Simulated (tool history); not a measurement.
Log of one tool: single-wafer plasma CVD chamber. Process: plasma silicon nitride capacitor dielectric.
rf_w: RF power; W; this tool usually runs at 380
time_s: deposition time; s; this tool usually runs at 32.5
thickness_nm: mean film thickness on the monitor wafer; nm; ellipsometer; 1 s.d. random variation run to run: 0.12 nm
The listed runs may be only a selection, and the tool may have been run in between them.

run	hour	rf_w	time_s	wafers since the last listed run	hours since the last RF generator calibration	hours since the showerhead was replaced	hours since the gauge calibration	read-back reference wafer on the same gauge, thickness_nm	thickness_nm
1	0	380	32.5	0	1097.4	6555.1	322	34.592	39.624
2	31.5	380	32.5	786	1128.9	6586.6	353.5	34.617	39.781
3	93.5	380	32.5	1547	1190.9	6648.6	415.5	34.62	39.894
4	119.5	380	32.5	648	1216.9	6674.6	441.5	34.609	39.754
5	166.5	380	32.5	1173	1263.9	6721.6	488.5	34.613	39.659
6	191.3	380	30.5	619	1288.7	6746.4	513.3	34.572	37.243
7	216.9	380	30.5	638	1314.3	6772	538.9	34.579	37.146
8	284.6	380	30.5	1689	1382	6839.7	606.6	34.604	37.026
9	309.2	380	32.5	614	1406.6	6864.3	631.2	34.588	39.901
10	365	380	32.5	1392	1462.4	6920.1	687	34.598	39.711
11	406.1	380	32.5	1025	1503.5	6961.2	728.1	34.596	39.74
# hour 430.6: RF generator calibrated
# hour 443.3: gauge calibrated
12	453	400	29.5	970	22.4	7008.1	9.7	34.612	37.233
13	517.5	380	35.3	1609	86.9	7072.6	74.2	34.621	43.722
# hour 590.8: showerhead replaced
14	591.3	380	32.5	1642	160.7	0.5	148	34.606	40.214
15	652.4	405	27.5	1525	221.8	61.6	209.1	34.604	34.693
16	690.6	355	34.5	953	260	99.8	247.3	34.582	41.855
17	721.6	435	35.1	773	291	130.8	278.3	34.598	45.014

Run 18, settings as shown, results not yet in. Your forecast:
18	764.4	325	27.7	1068	333.8	173.6	321.1	?	?

{"run 18": {"read-back reference wafer on the same gauge, thickness_nm": 34.593, "thickness_nm": 32.871}}
With the hidden condition absent and the run-to-run variation left alone, this run would have shown thickness_nm 33.1 nm.

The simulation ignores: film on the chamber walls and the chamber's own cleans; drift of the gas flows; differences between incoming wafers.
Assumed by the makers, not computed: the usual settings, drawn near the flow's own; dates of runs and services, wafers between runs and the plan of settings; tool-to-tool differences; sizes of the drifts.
